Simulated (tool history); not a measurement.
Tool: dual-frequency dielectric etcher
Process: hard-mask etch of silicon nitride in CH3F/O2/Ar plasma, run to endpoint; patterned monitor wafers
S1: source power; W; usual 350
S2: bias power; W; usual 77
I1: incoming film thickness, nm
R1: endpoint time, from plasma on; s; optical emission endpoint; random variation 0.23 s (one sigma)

run,hour,S1,S2,I1,R1
1,0.0,300,77,43.46,68.1
2,36.7,300,77,43.06,67.6
3,53.3,350,77,43.32,63.3
4,60.3,350,66,42.88,65.8
5,69.5,350,77,43.25,63.4
# hour 97.3: wet clean of the chamber
6,97.8,350,77,43.01,56.4
7,98.2,390,77,43.24,54.0
8,109.6,390,77,43.48,54.8
# hour 146.6: wet clean of the chamber, repeated, since the last time left the tool worse
9,147.1,320,77,43.16,63.1
10,147.4,420,77,43.16,55.9
11,147.8,350,71,42.81,61.8
12,156.2,350,77,43.13,60.8
# hour 162.5: bias power generator calibrated
13,167.7,320,82,43.21,62.1
14,179.4,350,71,42.50,62.0
# hour 185.8: source power generator calibrated
# hour 213.6: upper electrode replaced
15,214.1,350,77,42.79,60.3
16,214.4,260,96,43.63,66.2
17,216.1,410,77,43.53,57.2
18,227.6,350,67,43.14,64.1
19,238.3,430,92,43.31,53.0
20,247.8,350,77,43.18,61.3
21,260.0,320,89,42.98,60.4
22,274.0,280,87,43.26,65.8

3 ways to go on from here, each from the tool as it stands after run 22. What would each give?
A,274.4,350,89,43.28,?
B,274.4,270,62,43.28,?
C,274.4,270,77,43.28,?

run,R1
A,58.3
B,74.8
C,69.6
Without the tool's hidden state the same runs would have given:
run,R1
A,57.9
B,74.4
C,69.1
